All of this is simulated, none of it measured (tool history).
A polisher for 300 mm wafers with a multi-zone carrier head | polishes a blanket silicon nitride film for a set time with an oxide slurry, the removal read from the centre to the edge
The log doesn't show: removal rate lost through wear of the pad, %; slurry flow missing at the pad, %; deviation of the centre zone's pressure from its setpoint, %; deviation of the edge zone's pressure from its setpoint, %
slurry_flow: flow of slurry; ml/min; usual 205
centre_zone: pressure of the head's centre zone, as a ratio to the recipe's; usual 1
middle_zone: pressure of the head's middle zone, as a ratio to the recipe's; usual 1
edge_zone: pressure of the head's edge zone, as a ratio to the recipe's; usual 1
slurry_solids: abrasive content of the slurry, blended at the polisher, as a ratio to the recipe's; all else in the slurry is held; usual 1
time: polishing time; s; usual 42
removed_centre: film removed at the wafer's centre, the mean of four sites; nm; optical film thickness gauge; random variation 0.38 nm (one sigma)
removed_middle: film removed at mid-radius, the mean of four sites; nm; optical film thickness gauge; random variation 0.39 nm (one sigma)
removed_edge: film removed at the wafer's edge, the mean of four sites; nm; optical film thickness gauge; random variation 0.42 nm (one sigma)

run     day  slurry_flow  centre_zone  middle_zone  edge_zone  slurry_solids  time  wafers since the last listed run  wafers polished on this pad  hours since the slurry nozzle was cleaned  hours since the centre zone pressure was calibrated  hours since the edge zone pressure was calibrated  hours since the carrier head's membrane was replaced  incoming thickness of the incoming film, nm  removed_centre  removed_middle  removed_edge
  1       0          205            1            1          1              1    42                                 0                          951                                      281.4                                                  124                                               85.2                                                 508.7                                        266.9            27.1            27.6          28.8
  2   0.917          205            1            1          1              1    42                               171                         1123                                      303.4                                                  146                                              107.2                                                 530.7                                        269.1            27.6            27.1          29.3
  3   1.588          205            1            1          1              1    38                               125                         1249                                      319.5                                                162.1                                              123.3                                                 546.8                                        269.3            24.7            24.5          26.1
      1.975  -- worn pad replaced by a new one
      2.008  -- slurry nozzle cleaned
  4   2.654          205            1            1          1              1    38                               162                          120                                       15.5                                                187.7                                              148.9                                                 572.4                                        274.2            26.4            27.2            27
  5   4.079          205         1.08            1          1              1    42                               266                          387                                       49.7                                                221.9                                              183.1                                                 606.6                                        267.1            32.2              29          29.8
  6   4.875          205            1            1          1            1.3    42                               149                          536                                       68.8                                                  241                                              202.2                                                 625.7                                        266.7            31.5            32.4          30.7
      6.592  -- centre zone pressure recalibrated
  7   6.754          205            1            1          1              1    42                               336                          873                                      113.9                                                  3.9                                              247.3                                                 670.8                                          272            27.5            28.5          28.3
  8   7.479          205            1            1          1              1    42                               135                         1008                                      131.3                                                 21.3                                              264.7                                                 688.2                                        275.4            28.2            27.6          29.4
  9   8.346          205            1            1          1              1    42                               162                         1171                                      152.1                                                 42.1                                              285.5                                                   709                                        269.4            27.5            27.4          28.4
      8.571  -- worn pad replaced by a new one
      9.175  -- carrier head's membrane replaced by a new one
 10   9.196          205            1            1          1              1    42                                88                           78                                      172.5                                                 62.5                                              305.9                                                   0.5                                        266.4            27.3            28.1          28.1
 11    10.7          205            1            1          1              1    42                               281                          359                                      208.6                                                 98.6                                                342                                                  36.6                                        269.1            26.7            27.2          27.9
 12  12.167          270         0.89            1          1            1.1    42                               274                          634                                      243.8                                                133.8                                              377.2                                                  71.8                                        271.5            26.1            29.8          29.8
 13  13.654          205         1.07         1.11       1.07            0.8    42                               278                          912                                      279.5                                                169.5                                              412.9                                                 107.5                                          272            26.5            27.4          26.6
 14  14.317          205            1            1       1.12           1.25    42                               124                         1036                                      295.4                                                185.4                                              428.8                                                 123.4                                        273.5            28.2            28.7          31.9
     14.467  -- edge zone pressure recalibrated
         15  -- slurry nozzle cleaned
 15  15.267          205            1            1          1              1    42                               154                         1191                                        6.4                                                208.2                                               19.2                                                 146.2                                        268.7            30.7            31.1          30.4
     15.975  -- worn pad replaced by a new one
 16  16.383          250            1            1          1              1    42                               177                           76                                       33.2                                                  235                                                 46                                                   173                                        271.9            30.1              31          30.9
 17  17.396          205            1            1          1              1    49                               189                          266                                       57.5                                                259.3                                               70.3                                                 197.3                                        271.6              34            34.7          34.9
 18  18.621          205            1            1       1.04              1    42                               229                          495                                       86.9                                                288.7                                               99.7                                                 226.7                                        269.5            29.2            28.8          29.9
     20.054  -- centre zone pressure recalibrated
 19  20.075          205            1            1          1              1    55                               256                          752                                      121.8                                                  0.5                                              134.6                                                 261.6                                        269.6            37.3            37.4          37.6
 20  20.962          270            1            1       1.05              1    42                               166                          918                                      143.1                                                 21.8                                              155.9                                                 282.9                                        268.7            29.9            29.9          30.5
 21  22.092          205            1            1          1            0.8    49                               211                         1129                                      170.2                                                 48.9                                                183                                                   310                                        268.1              30            30.5          30.6

Some steps in removed_centre between neighbouring runs. How much of each would the tool show without its hidden state too (settings, what came in, random variation), and how much is left for the hidden state, with any gauge scatter that isn't in both results?
Run 3 -> 4: worn pad replaced by a new one, slurry nozzle cleaned. removed_centre +1.7 nm: hidden state +2.2, all else -0.5.
Run 14 -> 15: edge_zone 1.12 -> 1, slurry_solids 1.25 -> 1, edge zone pressure recalibrated, slurry nozzle cleaned. removed_centre +2.5 nm: hidden state +4.7, all else -2.2.
Run 18 -> 19: edge_zone 1.04 -> 1, time 42 -> 55, centre zone pressure recalibrated. removed_centre +8.1 nm: hidden state -1.2, all else +9.3.
Run 19 -> 20: slurry_flow 205 -> 270, edge_zone 1 -> 1.05, time 55 -> 42. removed_centre -7.4 nm: hidden state +1, all else -8.4.
